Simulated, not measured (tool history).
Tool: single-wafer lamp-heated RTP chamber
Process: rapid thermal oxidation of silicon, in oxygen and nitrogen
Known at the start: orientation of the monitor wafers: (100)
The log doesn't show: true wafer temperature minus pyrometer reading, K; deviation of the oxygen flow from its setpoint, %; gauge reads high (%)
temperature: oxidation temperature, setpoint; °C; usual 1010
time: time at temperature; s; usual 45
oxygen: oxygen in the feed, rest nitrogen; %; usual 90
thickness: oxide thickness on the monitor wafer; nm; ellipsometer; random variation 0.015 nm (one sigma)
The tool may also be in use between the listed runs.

run	hour	temperature	time	oxygen	wafers since the last listed run	wafers since the last pyrometer calibration	hours since the oxygen flow controller was replaced	hours since the gauge calibration	read-back reference wafer on the same gauge, thickness	thickness
1	0.0	1010	45	90	0	2862	6364.6	1026.2	5.692	6.160
2	38.7	1010	45	90	367	3229	6403.3	1064.9	5.690	6.201
3	124.4	1010	45	90	813	4043	6489.0	1150.6	5.690	6.251
# hour 174.6: pyrometer window cleaned and pyrometer calibrated
4	214.1	1000	45	90	775	374	6578.7	1240.3	5.686	5.670
# hour 270.8: gauge calibrated
5	282.9	1000	45	90	653	1028	6647.5	12.1	5.687	5.670
6	328.0	1010	45	90	428	1456	6692.6	57.2	5.684	6.112
7	381.9	1010	45	98	511	1968	6746.5	111.1	5.693	6.332
8	420.8	1010	45	98	369	2338	6785.4	150.0	5.687	6.343
9	458.2	986	45	90	355	2693	6822.8	187.4	5.688	5.192
10	542.4	986	45	90	799	3493	6907.0	271.6	5.690	5.237
# hour 580.1: pyrometer window cleaned and pyrometer calibrated
11	620.1	986	45	90	662	379	6984.7	349.3	5.688	5.112
12	690.1	1010	45	90	664	1044	7054.7	419.3	5.693	6.111
13	781.0	992	45	90	863	1908	7145.6	510.2	5.687	5.397
14	842.3	1010	45	90	582	2490	7206.9	571.5	5.691	6.181
15	919.0	1033	23	98	728	3218	7283.6	648.2	5.692	5.639
# hour 983.0: pyrometer window cleaned and pyrometer calibrated
# hour 1000.0: oxygen flow controller replaced
16	1000.4	1010	45	90	621	89	0.4	729.6	5.690	6.064
17	1042.8	1001	30	90	402	492	42.8	772.0	5.689	4.822
18	1191.1	1010	66	90	1408	1900	191.1	920.3	5.686	7.232
19	1245.5	1010	45	90	516	2417	245.5	974.7	5.688	6.144
20	1333.3	1010	27	90	833	3251	333.3	1062.5	5.694	4.999
# hour 1384.0: pyrometer window cleaned and pyrometer calibrated
21	1410.8	1010	31	90	660	254	410.8	1140.0	5.694	5.184
22	1480.6	994	45	98	662	917	480.6	1209.8	5.696	5.611
23	1559.1	1010	51	90	745	1662	559.1	1288.3	5.693	6.460
# hour 1652.3: gauge calibrated
24	1654.1	1001	30	90	902	2565	654.1	1.8	5.687	4.883
25	1751.9	997	37	79	928	3494	751.9	99.6	5.686	4.986
# hour 1765.8: pyrometer window cleaned and pyrometer calibrated
26	1824.0	982	59	98	608	553	824.0	171.7	5.691	5.758
27	1974.8	1010	45	90	1432	1985	974.8	322.5	5.684	6.125
28	2075.6	1010	25	90	957	2942	1075.6	423.3	5.691	4.832

Forecast each of these 3 alternatives for the next run:
A	2076.1	1010	45	90	4	2947	1076.1	423.8	?	?
B	2076.1	1029	36	66	4	2947	1076.1	423.8	?	?
C	2076.1	998	45	90	4	2947	1076.1	423.8	?	?

run	read-back reference wafer on the same gauge, thickness	thickness
A	5.691	6.184
B	5.691	5.769
C	5.691	5.677
Without the tool's hidden state the same runs would have given:
run	thickness
A	6.045
B	5.644
C	5.548
